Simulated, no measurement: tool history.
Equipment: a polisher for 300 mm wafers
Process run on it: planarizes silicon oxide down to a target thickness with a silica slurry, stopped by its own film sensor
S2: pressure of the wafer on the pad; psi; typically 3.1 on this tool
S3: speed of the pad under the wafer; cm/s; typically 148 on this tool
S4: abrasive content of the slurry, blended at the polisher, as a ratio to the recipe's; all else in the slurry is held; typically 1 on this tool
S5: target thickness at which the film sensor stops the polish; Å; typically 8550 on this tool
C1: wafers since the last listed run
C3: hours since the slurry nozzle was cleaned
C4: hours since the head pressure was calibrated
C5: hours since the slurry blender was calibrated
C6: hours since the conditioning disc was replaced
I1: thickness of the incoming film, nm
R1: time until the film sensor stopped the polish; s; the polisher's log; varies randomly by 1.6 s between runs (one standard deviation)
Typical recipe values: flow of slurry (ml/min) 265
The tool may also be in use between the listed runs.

Run 1, hour 0: usual settings; C1 0; wafers polished on this pad 109; C3 737; C4 779.6; C5 1.7; C6 404.3; I1 1328.9. Result: R1 196.9 s.
Run 2, hour 15.2: usual settings; C1 131; wafers polished on this pad 240; C3 752.2; C4 794.8; C5 16.9; C6 419.5; I1 1336.6. Result: R1 196.6 s.
Run 3, hour 41.3: usual settings but S3 128 cm/s; C1 225; wafers polished on this pad 465; C3 778.3; C4 820.9; C5 43; C6 445.6; I1 1320.4. Result: R1 215.9 s.
Run 4, hour 57.7: usual settings but S3 128 cm/s; C1 141; wafers polished on this pad 606; C3 794.7; C4 837.3; C5 59.4; C6 462; I1 1337.8. Result: R1 224 s.
Run 5, hour 68.4: usual settings but S3 128 cm/s; C1 92; wafers polished on this pad 699; C3 805.4; C4 848; C5 70.1; C6 472.7; I1 1335.4. Result: R1 222.1 s.
Run 6, hour 82.3: usual settings; C1 119; wafers polished on this pad 819; C3 819.3; C4 861.9; C5 84; C6 486.6; I1 1335.3. Result: R1 201.2 s.
Run 7, hour 95.2: usual settings; C1 111; wafers polished on this pad 930; C3 832.2; C4 874.8; C5 96.9; C6 499.5; I1 1339.3. Result: R1 200.9 s.
Run 8, hour 104.1: usual settings; C1 76; wafers polished on this pad 1007; C3 841.1; C4 883.7; C5 105.8; C6 508.4; I1 1339.9. Result: R1 202.2 s.
At hour 112.9: slurry nozzle cleaned.
At hour 117.7: head pressure recalibrated.
Run 9, hour 118.1: usual settings but flow of slurry (ml/min) 240, S4 1.2; C1 94; wafers polished on this pad 1102; C3 5.2; C4 0.4; C5 119.8; C6 522.4; I1 1331.2. Result: R1 155.6 s.
Run 10, hour 126.7: usual settings but flow of slurry (ml/min) 305, S5 8120 Å; C1 74; wafers polished on this pad 1176; C3 13.8; C4 9; C5 128.4; C6 531; I1 1318.2. Result: R1 176.7 s.
At hour 131.7: worn pad replaced by a new one.
Run 11, hour 143.5: usual settings but flow of slurry (ml/min) 305, S5 8120 Å; C1 110; wafers polished on this pad 102; C3 30.6; C4 25.8; C5 145.2; C6 547.8; I1 1305.5. Result: R1 173.7 s.
At hour 153.3: slurry blender recalibrated.
At hour 155.3: conditioning disc replaced and pad reconditioned.
Run 12, hour 155.8: usual settings but flow of slurry (ml/min) 305, S5 8120 Å; C1 71; wafers polished on this pad 173; C3 42.9; C4 38.1; C5 2.5; C6 0.5; I1 1332.9. Result: R1 184 s.
Run 13, hour 170.9: usual settings but flow of slurry (ml/min) 325, S3 162 cm/s, S5 8030 Å; C1 130; wafers polished on this pad 304; C3 58; C4 53.2; C5 17.6; C6 15.6; I1 1340.3. Result: R1 177.6 s.
At hour 208.3: head pressure recalibrated, repeated, since the last time left the tool worse.
Run 14, hour 214.8: usual settings but S5 9780 Å; C1 361; wafers polished on this pad 665; C3 101.9; C4 6.5; C5 61.5; C6 59.5; I1 1333.2. Result: R1 140.4 s.
Run 15, hour 227.3: usual settings; C1 107; wafers polished on this pad 773; C3 114.4; C4 19; C5 74; C6 72; I1 1325.8. Result: R1 184.6 s.
Run 16, hour 243.1: usual settings but flow of slurry (ml/min) 305, S5 8120 Å; C1 136; wafers polished on this pad 909; C3 130.2; C4 34.8; C5 89.8; C6 87.8; I1 1321.5. Result: R1 198.8 s.
Run 17, hour 249.2: usual settings but flow of slurry (ml/min) 190, S4 1.15, S5 7920 Å; C1 52; wafers polished on this pad 962; C3 136.3; C4 40.9; C5 95.9; C6 93.9; I1 1325.1. Result: R1 205.4 s.
At hour 273.6: worn pad replaced by a new one.
At hour 278.7: slurry blender recalibrated.
Run 18, hour 283.6: usual settings but flow of slurry (ml/min) 290, S3 114 cm/s, S4 1.2, S5 9140 Å; C1 245; wafers polished on this pad 69; C3 170.7; C4 75.3; C5 4.9; C6 128.3; I1 1350.4. Result: R1 187 s.
Run 19, hour 292: usual settings but S2 3.9 psi; C1 72; wafers polished on this pad 141; C3 179.1; C4 83.7; C5 13.3; C6 136.7; I1 1308.5. Result: R1 150.1 s.

Forecast run 20:
Run 20, hour 307.6: usual settings but flow of slurry (ml/min) 205, S2 2.3 psi, S3 166 cm/s, S5 9420 Å; C1 134; wafers polished on this pad 276; C3 194.7; C4 99.3; C5 28.9; C6 152.3; I1 1344.3. Result: R1 ?.

R1: 183.1 s
With the hidden condition absent and the run-to-run variation left alone, this run would have shown R1 183.5 s.
